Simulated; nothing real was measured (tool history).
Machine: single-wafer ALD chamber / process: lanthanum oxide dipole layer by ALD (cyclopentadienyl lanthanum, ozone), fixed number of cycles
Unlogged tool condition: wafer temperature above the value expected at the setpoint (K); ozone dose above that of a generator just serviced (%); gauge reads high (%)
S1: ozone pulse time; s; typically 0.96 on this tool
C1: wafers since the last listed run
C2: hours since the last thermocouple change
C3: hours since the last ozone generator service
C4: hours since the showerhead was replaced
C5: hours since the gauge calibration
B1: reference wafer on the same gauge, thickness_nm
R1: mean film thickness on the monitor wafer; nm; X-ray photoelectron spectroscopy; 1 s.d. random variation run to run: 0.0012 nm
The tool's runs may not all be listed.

{"run": 1, "hour": 0.0, "S1": 0.96, "C1": 0, "C2": 1158.2, "C3": 1208.6, "C4": 7300.2, "C5": 155.3, "B1": 0.481, "R1": 0.459}
{"run": 2, "hour": 14.7, "S1": 0.96, "C1": 156, "C2": 1172.9, "C3": 1223.3, "C4": 7314.9, "C5": 170, "B1": 0.481, "R1": 0.459}
{"run": 3, "hour": 50.1, "S1": 0.96, "C1": 375, "C2": 1208.3, "C3": 1258.7, "C4": 7350.3, "C5": 205.4, "B1": 0.481, "R1": 0.457}
{"run": 4, "hour": 69.2, "S1": 0.96, "C1": 202, "C2": 1227.4, "C3": 1277.8, "C4": 7369.4, "C5": 224.5, "B1": 0.481, "R1": 0.458}
{"run": 5, "hour": 83.9, "S1": 0.96, "C1": 156, "C2": 1242.1, "C3": 1292.5, "C4": 7384.1, "C5": 239.2, "B1": 0.481, "R1": 0.458}
{"run": 6, "hour": 106.6, "S1": 0.73, "C1": 241, "C2": 1264.8, "C3": 1315.2, "C4": 7406.8, "C5": 261.9, "B1": 0.481, "R1": 0.388}
{"run": 7, "hour": 119.7, "S1": 0.73, "C1": 139, "C2": 1277.9, "C3": 1328.3, "C4": 7419.9, "C5": 275, "B1": 0.481, "R1": 0.387}
{"run": 8, "hour": 142.6, "S1": 0.73, "C1": 243, "C2": 1300.8, "C3": 1351.2, "C4": 7442.8, "C5": 297.9, "B1": 0.481, "R1": 0.386}
{"run": 9, "hour": 165.2, "S1": 0.96, "C1": 239, "C2": 1323.4, "C3": 1373.8, "C4": 7465.4, "C5": 320.5, "B1": 0.481, "R1": 0.454}
{"run": 10, "hour": 179.8, "S1": 0.96, "C1": 155, "C2": 1338, "C3": 1388.4, "C4": 7480, "C5": 335.1, "B1": 0.481, "R1": 0.453}
{"hour": 190.7, "done": "ozone generator serviced"}
{"run": 11, "hour": 201.7, "S1": 1.11, "C1": 147, "C2": 1359.9, "C3": 11, "C4": 7501.9, "C5": 357, "B1": 0.481, "R1": 0.521}
{"hour": 222.0, "done": "thermocouple changed; heater temperature recalibrated"}
{"run": 12, "hour": 228.2, "S1": 1.11, "C1": 196, "C2": 6.2, "C3": 37.5, "C4": 7528.4, "C5": 383.5, "B1": 0.481, "R1": 0.523}
{"run": 13, "hour": 241.0, "S1": 1.11, "C1": 135, "C2": 19, "C3": 50.3, "C4": 7541.2, "C5": 396.3, "B1": 0.481, "R1": 0.522}
{"run": 14, "hour": 255.6, "S1": 0.96, "C1": 155, "C2": 33.6, "C3": 64.9, "C4": 7555.8, "C5": 410.9, "B1": 0.481, "R1": 0.496}
{"run": 15, "hour": 284.8, "S1": 0.96, "C1": 310, "C2": 62.8, "C3": 94.1, "C4": 7585, "C5": 440.1, "B1": 0.481, "R1": 0.494}
{"run": 16, "hour": 305.5, "S1": 1.14, "C1": 219, "C2": 83.5, "C3": 114.8, "C4": 7605.7, "C5": 460.8, "B1": 0.481, "R1": 0.523}
{"run": 17, "hour": 320.5, "S1": 0.81, "C1": 159, "C2": 98.5, "C3": 129.8, "C4": 7620.7, "C5": 475.8, "B1": 0.481, "R1": 0.459}
{"run": 18, "hour": 344.1, "S1": 0.96, "C1": 250, "C2": 122.1, "C3": 153.4, "C4": 7644.3, "C5": 499.4, "B1": 0.482, "R1": 0.492}
{"run": 19, "hour": 359.9, "S1": 0.86, "C1": 167, "C2": 137.9, "C3": 169.2, "C4": 7660.1, "C5": 515.2, "B1": 0.481, "R1": 0.473}
{"run": 20, "hour": 372.5, "S1": 0.72, "C1": 133, "C2": 150.5, "C3": 181.8, "C4": 7672.7, "C5": 527.8, "B1": 0.481, "R1": 0.43}
{"hour": 383.7, "done": "gauge calibrated"}
{"run": 21, "hour": 394.0, "S1": 1.12, "C1": 228, "C2": 172, "C3": 203.3, "C4": 7694.2, "C5": 10.3, "B1": 0.481, "R1": 0.521}
{"run": 22, "hour": 418.0, "S1": 0.96, "C1": 254, "C2": 196, "C3": 227.3, "C4": 7718.2, "C5": 34.3, "B1": 0.481, "R1": 0.494}
{"run": 23, "hour": 433.9, "S1": 0.6, "C1": 168, "C2": 211.9, "C3": 243.2, "C4": 7734.1, "C5": 50.2, "B1": 0.481, "R1": 0.378}
{"run": 24, "hour": 466.4, "S1": 0.62, "C1": 345, "C2": 244.4, "C3": 275.7, "C4": 7766.6, "C5": 82.7, "B1": 0.481, "R1": 0.385}
{"hour": 492.8, "done": "showerhead replaced"}
{"run": 25, "hour": 493.3, "S1": 0.73, "C1": 200, "C2": 271.3, "C3": 302.6, "C4": 0.5, "C5": 109.6, "B1": 0.481, "R1": 0.426}
{"run": 26, "hour": 504.5, "S1": 1.2, "C1": 118, "C2": 282.5, "C3": 313.8, "C4": 11.7, "C5": 120.8, "B1": 0.481, "R1": 0.527}
{"run": 27, "hour": 519.4, "S1": 1.16, "C1": 158, "C2": 297.4, "C3": 328.7, "C4": 26.6, "C5": 135.7, "B1": 0.481, "R1": 0.522}
{"run": 28, "hour": 540.7, "S1": 1.09, "C1": 226, "C2": 318.7, "C3": 350, "C4": 47.9, "C5": 157, "B1": 0.481, "R1": 0.512}
{"run": 29, "hour": 555.4, "S1": 0.75, "C1": 156, "C2": 333.4, "C3": 364.7, "C4": 62.6, "C5": 171.7, "B1": 0.481, "R1": 0.431}
{"run": 30, "hour": 571.7, "S1": 1.32, "C1": 173, "C2": 349.7, "C3": 381, "C4": 78.9, "C5": 188, "B1": 0.481, "R1": 0.539}
{"run": 31, "hour": 595.7, "S1": 1.29, "C1": 254, "C2": 373.7, "C3": 405, "C4": 102.9, "C5": 212, "B1": 0.481, "R1": 0.536}
{"run": 32, "hour": 625.1, "S1": 0.72, "C1": 312, "C2": 403.1, "C3": 434.4, "C4": 132.3, "C5": 241.4, "B1": 0.481, "R1": 0.42}

What the log doesn't show, run by run:
wafer temperature above the value expected at the setpoint (K): 0 on each run
gauge reads high (%): 0 on each run
H1: ozone dose above that of a generator just serviced (%)
run=1 H1=-16.3
run=2 H1=-16.5
run=3 H1=-16.9
run=4 H1=-17.1
run=5 H1=-17.3
run=6 H1=-17.5
run=7 H1=-17.7
run=8 H1=-18
run=9 H1=-18.2
run=10 H1=-18.4
run=11 H1=-0.197
run=12 H1=-0.507
run=13 H1=-0.656
run=14 H1=-0.827
run=15 H1=-1.17
run=16 H1=-1.41
run=17 H1=-1.58
run=18 H1=-1.86
run=19 H1=-2.04
run=20 H1=-2.19
run=21 H1=-2.44
run=22 H1=-2.72
run=23 H1=-2.91
run=24 H1=-3.29
run=25 H1=-3.6
run=26 H1=-3.73
run=27 H1=-3.91
run=28 H1=-4.15
run=29 H1=-4.33
run=30 H1=-4.52
run=31 H1=-4.8
run=32 H1=-5.14
